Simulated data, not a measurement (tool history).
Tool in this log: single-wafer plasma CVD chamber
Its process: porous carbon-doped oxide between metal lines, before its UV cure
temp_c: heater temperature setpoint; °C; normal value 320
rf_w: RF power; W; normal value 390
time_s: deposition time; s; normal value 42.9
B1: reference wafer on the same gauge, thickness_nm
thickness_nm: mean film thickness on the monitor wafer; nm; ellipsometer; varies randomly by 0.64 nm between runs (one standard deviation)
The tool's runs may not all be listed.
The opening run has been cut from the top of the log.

Run 2, hour 69.6: usual settings; B1 131.324. Result: thickness_nm 152.675 nm.
Run 3, hour 125.8: usual settings; B1 131.057. Result: thickness_nm 152.594 nm.
Run 4, hour 209.6: usual settings; B1 131.068. Result: thickness_nm 153.013 nm.
At hour 266.5: thermocouple changed; heater temperature recalibrated.
Run 5, hour 279.5: usual settings; B1 130.883. Result: thickness_nm 151.916 nm.
Run 6, hour 369.8: usual settings; B1 130.988. Result: thickness_nm 151.924 nm.
Run 7, hour 456.3: usual settings; B1 131.252. Result: thickness_nm 151.212 nm.
Run 8, hour 514.9: usual settings; B1 131.156. Result: thickness_nm 150.485 nm.
Run 9, hour 554.5: usual settings; B1 131.102. Result: thickness_nm 150.080 nm.
Run 10, hour 595.7: usual settings; B1 131.018. Result: thickness_nm 149.656 nm.
Run 11, hour 657.9: usual settings but rf_w 435 W, time_s 44.8 s; B1 131.070. Result: thickness_nm 168.270 nm.
Run 12, hour 727.8: usual settings but rf_w 435 W, time_s 44.8 s; B1 130.983. Result: thickness_nm 167.102 nm.
Run 13, hour 785.3: usual settings but rf_w 435 W, time_s 44.8 s; B1 131.010. Result: thickness_nm 165.459 nm.
At hour 814.0: gauge calibrated.
Run 14, hour 838.4: usual settings but temp_c 314 °C, time_s 50.2 s; B1 131.076. Result: thickness_nm 178.087 nm.
At hour 897.9: RF generator calibrated.
Run 15, hour 929.6: usual settings but temp_c 309 °C, rf_w 350 W, time_s 40.3 s; B1 131.090. Result: thickness_nm 141.494 nm.
Run 16, hour 993.3: usual settings but time_s 38.1 s; B1 130.965. Result: thickness_nm 136.152 nm.
Run 17, hour 1037.5: usual settings; B1 131.205. Result: thickness_nm 152.946 nm.
Run 18, hour 1138.4: usual settings but temp_c 324 °C, rf_w 445 W, time_s 35.8 s; B1 130.845. Result: thickness_nm 136.824 nm.

Estimate the outcome of run 19 from the log above:
Run 19, hour 1198.4: usual settings; B1 ?. Result: thickness_nm ?.

{"run 19": {"B1": 131.057, "thickness_nm": 151.937}}
The same run, on a tool lacking any hidden state, would have yielded thickness_nm 152.792 nm.
